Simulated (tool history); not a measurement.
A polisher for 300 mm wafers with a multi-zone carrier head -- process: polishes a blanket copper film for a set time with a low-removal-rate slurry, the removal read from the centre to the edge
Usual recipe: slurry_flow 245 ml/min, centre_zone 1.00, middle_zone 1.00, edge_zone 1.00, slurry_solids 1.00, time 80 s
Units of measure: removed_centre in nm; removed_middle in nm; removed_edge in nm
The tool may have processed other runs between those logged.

run	hour	slurry_flow	centre_zone	middle_zone	edge_zone	slurry_solids	time	wafers since the last listed run	wafers polished on this pad	hours since the slurry nozzle was cleaned	hours since the centre zone pressure was calibrated	hours since the edge zone pressure was calibrated	hours since the carrier head's membrane was replaced	incoming thickness of the incoming film, nm	removed_centre	removed_middle	removed_edge
1	0.0	245	1.00	1.00	1.00	1.00	80	0	1980	372.5	291.8	932.7	122.5	1333.5	174.6	173.1	177.3
2	12.7	245	1.00	1.00	1.00	1.00	80	175	2156	385.2	304.5	945.4	135.2	1313.6	174.9	175.4	180.1
3	30.4	245	1.00	1.00	0.93	1.00	80	244	2400	402.9	322.2	963.1	152.9	1351.9	174.4	172.7	171.3
4	50.4	245	1.00	0.92	1.00	1.30	80	276	2677	422.9	342.2	983.1	172.9	1340.5	185.8	173.3	195.1
# hour 54.6: worn pad replaced by a new one
5	74.4	295	1.00	1.00	1.00	0.85	80	276	273	446.9	366.2	1007.1	196.9	1350.6	170.8	166.9	174.3
6	95.5	245	1.00	1.00	1.00	1.00	80	291	565	468.0	387.3	1028.2	218.0	1325.6	171.2	172.4	174.6
# hour 114.8: centre zone pressure recalibrated
7	120.8	245	1.00	0.92	1.00	1.30	80	322	887	493.3	6.0	1053.5	243.3	1315.1	189.0	177.0	191.9
8	155.4	245	1.00	0.92	1.00	1.25	80	478	1365	527.9	40.6	1088.1	277.9	1336.4	181.8	171.6	189.4
9	182.6	245	1.00	1.00	1.00	0.85	80	375	1741	555.1	67.8	1115.3	305.1	1323.6	160.3	156.1	164.1
10	195.3	285	1.10	1.00	1.00	1.00	102	175	1917	567.8	80.5	1128.0	317.8	1345.8	244.2	222.0	229.4
# hour 213.0: edge zone pressure recalibrated
11	213.5	245	1.00	1.00	1.00	1.00	80	223	2141	586.0	98.7	0.5	336.0	1319.0	166.7	165.6	170.6
12	240.7	245	1.00	1.00	1.11	1.00	80	375	2517	613.2	125.9	27.7	363.2	1321.5	169.5	162.1	184.3
# hour 248.7: worn pad replaced by a new one
13	270.0	190	1.00	1.00	1.06	1.30	61	349	295	642.5	155.2	57.0	392.5	1311.4	125.9	129.3	142.8
14	290.3	310	1.00	1.00	1.00	1.15	80	280	575	662.8	175.5	77.3	412.8	1348.2	182.6	186.7	187.8
# hour 299.4: slurry nozzle cleaned
15	324.2	325	1.00	1.10	1.00	1.25	80	454	1030	24.8	209.4	111.2	446.7	1316.4	208.5	222.6	206.9
16	337.5	245	1.00	1.00	1.00	1.00	55	183	1214	38.1	222.7	124.5	460.0	1350.9	127.7	127.4	128.0
17	363.3	245	1.00	1.00	1.00	1.00	80	356	1570	63.9	248.5	150.3	485.8	1344.2	182.4	184.9	185.0
18	385.9	245	1.00	1.00	1.00	1.00	80	312	1883	86.5	271.1	172.9	508.4	1315.0	185.1	183.3	183.0
# hour 459.1: worn pad replaced by a new one
19	481.3	245	1.08	0.97	1.00	1.00	80	1263	307	181.9	366.5	268.3	603.8	1317.9	198.9	180.1	185.0
20	501.5	245	1.00	1.00	1.06	1.10	67	279	586	202.1	386.7	288.5	624.0	1324.5	158.1	156.6	164.1
# hour 515.0: centre zone pressure recalibrated
21	546.2	245	1.00	0.95	1.00	1.00	80	590	1176	246.8	31.2	333.2	668.7	1327.1	178.4	172.7	185.6
22	564.7	245	1.00	1.09	0.90	0.85	80	255	1432	265.3	49.7	351.7	687.2	1324.8	172.0	185.0	160.9

Hidden state at the last listed run before each entry between runs and at the first one after, where it differs:
In the gap between runs 4 and 5: worn pad replaced by a new one (hour 54.6)
  slurry flow missing at the pad, %: 31.3 -> 32.5
  measured less the result without the state, removed_centre: -13.2 -> -10.6 nm; removed_middle: -11.0 -> -9.2 nm; removed_edge: -9.1 -> -7.3 nm
In the gap between runs 6 and 7: centre zone pressure recalibrated (hour 114.8)
  slurry flow missing at the pad, %: 33.7 -> 35
  measured less the result without the state, removed_centre: -13.8 -> -16.1 nm; removed_middle: -12.4 -> -13.6 nm; removed_edge: -9.2 -> -10.7 nm
In the gap between runs 10 and 11: edge zone pressure recalibrated (hour 213.0)
  slurry flow missing at the pad, %: 38.9 -> 39.9
  measured less the result without the state, removed_centre: -21.3 -> -18.0 nm; removed_middle: -17.3 -> -16.0 nm; removed_edge: -13.2 -> -11.9 nm
In the gap between runs 12 and 13: worn pad replaced by a new one (hour 248.7)
  slurry flow missing at the pad, %: 41.3 -> 42.8
  measured less the result without the state, removed_centre: -19.6 -> -21.1 nm; removed_middle: -16.6 -> -19.0 nm; removed_edge: -13.7 -> -14.5 nm
In the gap between runs 14 and 15: slurry nozzle cleaned (hour 299.4)
  slurry flow missing at the pad, %: 43.9 -> 1.83
  measured less the result without the state, removed_centre: -18.2 -> -0.5 nm; removed_middle: -16.7 -> -0.4 nm; removed_edge: -12.4 -> -0.3 nm
In the gap between runs 18 and 19: worn pad replaced by a new one (hour 459.1)
  slurry flow missing at the pad, %: 5.08 -> 10.1
  measured less the result without the state, removed_centre: -1.4 -> -3.3 nm; removed_middle: -1.3 -> -2.6 nm; removed_edge: -1.0 -> -2.1 nm
In the gap between runs 20 and 21: centre zone pressure recalibrated (hour 515.0)
  slurry flow missing at the pad, %: 11.2 -> 13.5
  measured less the result without the state, removed_centre: -2.9 -> -4.2 nm; removed_middle: -2.6 -> -3.6 nm; removed_edge: -2.1 -> -2.9 nm
